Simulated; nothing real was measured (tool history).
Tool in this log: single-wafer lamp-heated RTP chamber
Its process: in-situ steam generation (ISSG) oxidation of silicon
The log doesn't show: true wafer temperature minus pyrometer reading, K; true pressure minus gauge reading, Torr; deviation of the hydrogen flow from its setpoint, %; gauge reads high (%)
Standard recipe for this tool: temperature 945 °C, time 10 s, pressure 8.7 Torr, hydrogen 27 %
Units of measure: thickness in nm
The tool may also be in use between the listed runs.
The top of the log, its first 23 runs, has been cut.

run     day  temperature  time  pressure  hydrogen  wafers since the last listed run  wafers since the last pyrometer calibration  hours since the pressure gauge was zeroed  hours since the hydrogen flow controller was replaced  hours since the gauge calibration  read-back reference wafer on the same gauge, thickness  thickness
 24  46.654          945    10       9.3        27                               724                                         6677                                     1120.2                                                  357.8                              401.8                                                   3.710      4.032
 25  48.075          945     6       9.4        31                               387                                         7065                                     1154.3                                                  391.9                              435.9                                                   3.713      3.479
     50.175  -- pyrometer window cleaned and pyrometer calibrated
 26  51.046          936    10       8.7        27                               719                                          237                                     1225.6                                                  463.2                              507.2                                                   3.711      3.946
 27  52.692          945     7       8.7        27                               449                                          686                                     1265.1                                                  502.7                              546.7                                                   3.710      3.554
 28  55.100          936     8       7.7        19                               657                                         1343                                     1322.9                                                  560.5                              604.5                                                   3.710      3.353
 29  56.946          945     8       8.7        20                               503                                         1847                                     1367.2                                                  604.8                              648.8                                                   3.706      3.459
 30  58.396          932     7       7.5        32                               395                                         2243                                     1402.0                                                  639.6                              683.6                                                   3.710      3.714
 31  59.538          945     9       8.1        27                               311                                         2554                                     1429.4                                                  667.0                              711.0                                                   3.708      3.913
 32  62.333          926    10       8.7        27                               763                                         3317                                     1496.5                                                  734.1                              778.1                                                   3.712      3.877

Below are 3 alternative next runs, each starting from the tool's condition after run 32. Predict each:
  A  62.350          945    10       7.7        27                                 4                                         3322                                     1496.9                                                  734.5                              778.5                                                       ?          ?
  B  62.350          945    10       8.7        17                                 4                                         3322                                     1496.9                                                  734.5                              778.5                                                       ?          ?
  C  62.350          952    10       8.1        27                                 4                                         3322                                     1496.9                                                  734.5                              778.5                                                       ?          ?

run  read-back reference wafer on the same gauge, thickness  thickness
  A                                                   3.712      4.091
  B                                                   3.712      3.611
  C                                                   3.712      4.149
What these runs would have given with no unlogged condition in the tool:
run  thickness
  A      4.032
  B      3.559
  C      4.086
